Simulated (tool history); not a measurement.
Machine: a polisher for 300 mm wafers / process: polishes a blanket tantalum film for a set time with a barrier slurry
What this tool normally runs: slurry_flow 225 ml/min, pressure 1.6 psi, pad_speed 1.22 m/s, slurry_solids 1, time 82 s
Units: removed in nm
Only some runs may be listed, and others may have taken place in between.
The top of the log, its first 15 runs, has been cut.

run     day  slurry_flow  pressure  pad_speed  slurry_solids  time  incoming thickness of the incoming film, nm  removed
      8.129  -- worn pad replaced by a new one
 16    8.15          225       2.1       1.22           0.75    82                                        392.5    185.2
      8.604  -- head pressure recalibrated
 17   8.658          225       1.4       1.22              1    82                                        405.4      138
 18   9.379          225       1.4       1.22            1.3   104                                        395.9    184.8
 19   9.925          225       1.6       1.22              1    82                                          403    152.2
 20  10.462          225       1.6       1.22              1    82                                        393.5    153.4
 21  10.804          225       1.6       1.22           0.85   106                                        404.9    188.5
 22  11.508          225       1.6        1.4              1    58                                        396.3      121
 23  12.042          225       1.6       1.22              1    82                                        396.1    142.3
     12.583  -- worn pad replaced by a new one
 24  12.758          160       1.9       1.04           0.85    82                                        406.5      143
     12.879  -- slurry blender recalibrated
 25  13.196          225       1.6       1.22              1    82                                        401.7    156.8
 26  13.771          285       1.6       1.36           1.15    72                                        397.3    158.8
 27  14.283          170       1.6       0.96              1    82                                          402    119.5
 28  14.588          225       1.9       1.22              1    82                                        399.5    185.1
 29  15.133          225       1.6       1.22              1    82                                        397.4    153.6
 30  15.429          275       1.8       1.22            1.2    82                                        400.8    182.5

The next listed run, before its measurement:
 31  15.725          225       1.6       1.22              1    82                                          395        ?

Run 31 measured removed 150.5 nm.
If the tool had no hidden condition, the same run with the same run-to-run variation would have returned removed 158.5 nm.

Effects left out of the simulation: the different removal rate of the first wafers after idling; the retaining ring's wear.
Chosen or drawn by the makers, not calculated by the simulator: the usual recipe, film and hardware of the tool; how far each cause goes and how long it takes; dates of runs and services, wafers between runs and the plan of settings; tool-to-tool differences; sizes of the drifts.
